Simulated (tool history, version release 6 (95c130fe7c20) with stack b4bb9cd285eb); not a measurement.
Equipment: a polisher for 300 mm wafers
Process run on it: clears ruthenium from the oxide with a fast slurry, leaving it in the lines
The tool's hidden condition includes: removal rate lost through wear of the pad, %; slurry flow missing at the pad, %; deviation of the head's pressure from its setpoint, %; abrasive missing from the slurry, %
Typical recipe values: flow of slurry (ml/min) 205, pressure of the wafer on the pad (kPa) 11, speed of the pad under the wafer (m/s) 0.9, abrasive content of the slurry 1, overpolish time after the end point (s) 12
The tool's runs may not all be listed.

run	hour	flow of slurry (ml/min)	pressure of the wafer on the pad (kPa)	speed of the pad under the wafer (m/s)	abrasive content of the slurry	overpolish time after the end point (s)	wafers since the last listed run	wafers polished on this pad	hours since the slurry nozzle was cleaned	hours since the head pressure was calibrated	hours since the slurry blender was calibrated	incoming thickness of the incoming film, nm	time until the end point was called (s)	dishing of a wide line in a test structure (angstrom)
1	0	205	11	0.9	0.9	15	0	696	250.5	417.8	241.4	211.3	113.4	265
2	24.7	205	11	0.9	0.9	15	239	936	275.2	442.5	266.1	210.2	111.4	262
3	46.2	205	11	0.9	1	12	208	1145	296.7	464	287.6	210.1	109.1	219
4	62.7	205	11	0.9	1	12	160	1305	313.2	480.5	304.1	210.7	107	220
# hour 93.9: worn pad replaced by a new one
# hour 122.6: slurry nozzle cleaned
5	133.3	205	11	0.9	1	12	637	373	10.7	551.1	374.7	208.2	107.7	220
6	157.6	205	11	0.9	1	12	236	609	35	575.4	399	210.4	105.8	221
# hour 187.5: slurry blender recalibrated
7	227.6	205	11	0.9	1	12	660	1270	105	645.4	40.1	212.5	108.5	224
8	246.7	205	11	0.9	1	12	185	1455	124.1	664.5	59.2	210.8	106.2	219
9	269.7	205	11	0.9	1	12	223	1679	147.1	687.5	82.2	211	110.3	219
# hour 307.3: worn pad replaced by a new one
10	307.8	205	11	0.9	1	12	331	5	185.2	725.6	120.3	206.3	105.9	221
11	322.8	205	11	0.76	1	6	145	151	200.2	740.6	135.3	211.4	127.7	94
12	356.6	205	11	0.9	0.85	6	328	479	234	774.4	169.1	210.5	117.8	106
13	383.6	205	11	0.9	1	12	262	741	261	801.4	196.1	208.9	105.9	222
14	409.9	205	11	0.9	0.9	17	255	997	287.3	827.7	222.4	212.6	113.3	299
15	441.4	265	9.7	0.72	1	12	306	1303	318.8	859.2	253.9	208.2	146.5	160

Run 16, settings as shown, results not yet in. Your forecast:
# hour 448.5: head pressure recalibrated
# hour 462.6: slurry nozzle cleaned
16	464.4	205	11	0.76	1	6	194	1497	1.8	15.9	276.9	210.4	?	?

Logged for run 16: time until the end point was called (s) 130.1, dishing of a wide line in a test structure (angstrom) 96.
With no hidden state in the tool, this same run would have given time until the end point was called (s) 130.1, dishing of a wide line in a test structure (angstrom) 96.

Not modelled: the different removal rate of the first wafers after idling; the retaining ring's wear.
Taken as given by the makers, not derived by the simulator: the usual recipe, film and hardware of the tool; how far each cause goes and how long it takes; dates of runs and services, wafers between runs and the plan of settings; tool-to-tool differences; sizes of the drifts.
